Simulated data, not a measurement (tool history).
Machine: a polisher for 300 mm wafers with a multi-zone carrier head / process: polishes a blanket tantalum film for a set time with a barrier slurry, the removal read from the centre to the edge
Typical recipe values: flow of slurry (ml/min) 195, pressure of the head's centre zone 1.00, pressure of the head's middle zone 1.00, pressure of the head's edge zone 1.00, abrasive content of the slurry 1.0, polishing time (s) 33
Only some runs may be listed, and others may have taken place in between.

run    hour  flow of slurry (ml/min)  pressure of the head's centre zone  pressure of the head's middle zone  pressure of the head's edge zone  abrasive content of the slurry  polishing time (s)  wafers since the last listed run  wafers polished on this pad  hours since the slurry nozzle was cleaned  hours since the centre zone pressure was calibrated  hours since the edge zone pressure was calibrated  hours since the carrier head's membrane was replaced  incoming thickness of the incoming film, nm  film removed at the wafer's centre (angstrom)  film removed at mid-radius (angstrom)  film removed at the wafer's edge (angstrom)
  1     0.0                      195                                1.00                                1.00                              1.00                             1.0                  33                                 0                         2734                                      793.5                                                248.5                                              332.9                                                 645.6                                        359.3                                            783                                    832                                          789
        7.7  -- slurry nozzle cleaned
  2    60.3                      195                                1.00                                1.00                              1.00                             1.0                  33                               691                         3425                                       52.6                                                308.8                                              393.2                                                 705.9                                        357.9                                            795                                    820                                          781
       82.1  -- worn pad replaced by a new one
  3   113.1                      170                                1.00                                1.00                              1.00                             1.0                  33                               568                          361                                      105.4                                                361.6                                              446.0                                                 758.7                                        362.0                                            763                                    826                                          792
  4   209.1                      170                                1.00                                1.00                              1.00                             1.0                  33                              1118                         1480                                      201.4                                                457.6                                              542.0                                                 854.7                                        362.2                                            750                                    798                                          758
      214.2  -- carrier head's membrane replaced by a new one
      267.3  -- edge zone pressure recalibrated
  5   267.8                      170                                1.00                                1.00                              1.00                             1.0                  33                               602                         2082                                      260.1                                                516.3                                                0.5                                                  53.6                                        355.7                                            748                                    811                                          771
      367.8  -- worn pad replaced by a new one
  6   372.8                      195                                1.00                                1.00                              1.00                             1.0                  33                              1177                           57                                      365.1                                                621.3                                              105.5                                                 158.6                                        354.5                                            758                                    849                                          780
  7   464.0                      195                                1.00                                1.00                              1.00                             1.0                  33                              1062                         1120                                      456.3                                                712.5                                              196.7                                                 249.8                                        363.8                                            752                                    840                                          786
  8   545.4                      195                                1.00                                1.00                              1.00                             1.0                  38                               948                         2069                                      537.7                                                793.9                                              278.1                                                 331.2                                        356.8                                            868                                    950                                          929
  9   582.7                      195                                1.00                                1.00                              1.00                             1.0                  38                               434                         2504                                      575.0                                                831.2                                              315.4                                                 368.5                                        367.2                                            892                                    959                                          904
      629.5  -- worn pad replaced by a new one
      764.0  -- centre zone pressure recalibrated
      843.3  -- slurry nozzle cleaned
 10   846.3                      195                                1.00                                1.00                              1.00                             1.0                  28                              2990                         2492                                        3.0                                                 82.3                                              579.0                                                 632.1                                        359.4                                            699                                    680                                          688
      866.6  -- edge zone pressure recalibrated
 11   938.6                      265                                0.93                                1.00                              1.00                             1.1                  22                              1052                         3544                                       95.3                                                174.6                                               72.0                                                 724.4                                        361.5                                            531                                    586                                          570
      954.0  -- worn pad replaced by a new one
 12   982.5                      195                                1.10                                1.00                              1.00                             1.0                  33                               464                          331                                      139.2                                                218.5                                              115.9                                                 768.3                                        355.7                                            897                                    829                                          782
 13  1035.8                      220                                1.10                                1.09                              0.94                             1.0                  33                               621                          953                                      192.5                                                271.8                                              169.2                                                 821.6                                        364.1                                            889                                    926                                          778
     1057.5  -- carrier head's membrane replaced by a new one
 14  1115.7                      170                                1.00                                1.00                              1.00                             1.0                  33                               872                         1825                                      272.4                                                351.7                                              249.1                                                  58.2                                        364.5                                            796                                    805                                          778
 15  1153.7                      195                                1.00                                1.00                              1.00                             1.0                  33                               442                         2268                                      310.4                                                389.7                                              287.1                                                  96.2                                        360.4                                            789                                    836                                          790
 16  1229.0                      195                                0.90                                1.00                              1.00                             1.0                  28                               877                         3146                                      385.7                                                465.0                                              362.4                                                 171.5                                        358.4                                            589                                    713                                          696

Forecast run 17:
     1270.2  -- worn pad replaced by a new one
 17  1270.7                      215                                1.00                                0.90                              1.06                             1.0                  40                               439                            6                                      427.4                                                506.7                                              404.1                                                 213.2                                        358.6                                              ?                                      ?                                            ?

Run 17 yielded film removed at the wafer's centre (angstrom) 955, film removed at mid-radius (angstrom) 938, film removed at the wafer's edge (angstrom) 1030.
On a tool with no hidden condition, and with the same random variation, this run would have come out at film removed at the wafer's centre (angstrom) 1014, film removed at mid-radius (angstrom) 937, film removed at the wafer's edge (angstrom) 1030.
